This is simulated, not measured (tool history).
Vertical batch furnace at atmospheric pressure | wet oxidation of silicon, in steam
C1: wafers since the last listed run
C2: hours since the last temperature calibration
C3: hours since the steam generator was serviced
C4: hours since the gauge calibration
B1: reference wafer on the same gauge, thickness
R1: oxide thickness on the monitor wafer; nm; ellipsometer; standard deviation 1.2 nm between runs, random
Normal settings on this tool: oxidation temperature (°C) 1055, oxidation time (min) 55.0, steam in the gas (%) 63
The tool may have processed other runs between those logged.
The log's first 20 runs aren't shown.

Run 21, day 67.142: usual settings but oxidation time (min) 44.5; C1 1288; C2 3616.0; C3 1514.8; C4 489.2; B1 468.20. Result: R1 339.82 nm.
At day 68.188: thermocouples replaced and temperature profile calibrated.
At day 69.146: steam generator serviced.
Run 22, day 69.167: usual settings but oxidation temperature (°C) 1080, oxidation time (min) 41.0; C1 18; C2 23.5; C3 0.5; C4 537.8; B1 468.15. Result: R1 383.72 nm.
Run 23, day 73.062: usual settings but oxidation temperature (°C) 1067; C1 1130; C2 117.0; C3 94.0; C4 631.3; B1 467.68. Result: R1 429.40 nm.
Run 24, day 77.521: usual settings but oxidation temperature (°C) 1074, oxidation time (min) 39.5; C1 1293; C2 224.0; C3 201.0; C4 738.3; B1 467.91. Result: R1 363.17 nm.
Run 25, day 79.167: usual settings but oxidation time (min) 42.0; C1 477; C2 263.5; C3 240.5; C4 777.8; B1 467.97. Result: R1 336.35 nm.
Run 26, day 83.583: usual settings; C1 1281; C2 369.5; C3 346.5; C4 883.8; B1 467.94. Result: R1 401.05 nm.
Run 27, day 85.812: usual settings but oxidation temperature (°C) 1076, oxidation time (min) 46.0; C1 646; C2 423.0; C3 400.0; C4 937.3; B1 468.36. Result: R1 403.18 nm.
Run 28, day 89.608: usual settings; C1 1101; C2 514.1; C3 491.1; C4 1028.4; B1 467.96. Result: R1 400.13 nm.
Run 29, day 94.817: usual settings but oxidation temperature (°C) 1077, oxidation time (min) 73.0, steam in the gas (%) 55; C1 1511; C2 639.1; C3 616.1; C4 1153.4; B1 467.52. Result: R1 489.20 nm.
Run 30, day 97.575: usual settings but oxidation temperature (°C) 1079, steam in the gas (%) 58; C1 800; C2 705.3; C3 682.3; C4 1219.6; B1 468.10. Result: R1 430.32 nm.
At day 97.775: gauge calibrated.
Run 31, day 100.125: usual settings but oxidation time (min) 44.5; C1 739; C2 766.5; C3 743.5; C4 56.4; B1 467.31. Result: R1 348.98 nm.

4 ways to go on from here, each from the tool as it stands after run 31. What would each give?
Run A, day 100.292: usual settings but oxidation time (min) 62.5; C1 48; C2 770.5; C3 747.5; C4 60.4; B1 ?. Result: R1 ?.
Run B, day 100.292: usual settings but oxidation temperature (°C) 1062, oxidation time (min) 77.5; C1 48; C2 770.5; C3 747.5; C4 60.4; B1 ?. Result: R1 ?.
Run C, day 100.292: usual settings but oxidation temperature (°C) 1034, steam in the gas (%) 72; C1 48; C2 770.5; C3 747.5; C4 60.4; B1 ?. Result: R1 ?.
Run D, day 100.292: usual settings but steam in the gas (%) 53; C1 48; C2 770.5; C3 747.5; C4 60.4; B1 ?. Result: R1 ?.

run      B1      R1
  A  468.62  432.70
  B  468.62  512.06
  C  468.62  383.61
  D  468.62  358.16
What these runs would have given with no unlogged condition in the tool:
run      R1
  A  437.20
  B  517.20
  C  387.80
  D  361.99

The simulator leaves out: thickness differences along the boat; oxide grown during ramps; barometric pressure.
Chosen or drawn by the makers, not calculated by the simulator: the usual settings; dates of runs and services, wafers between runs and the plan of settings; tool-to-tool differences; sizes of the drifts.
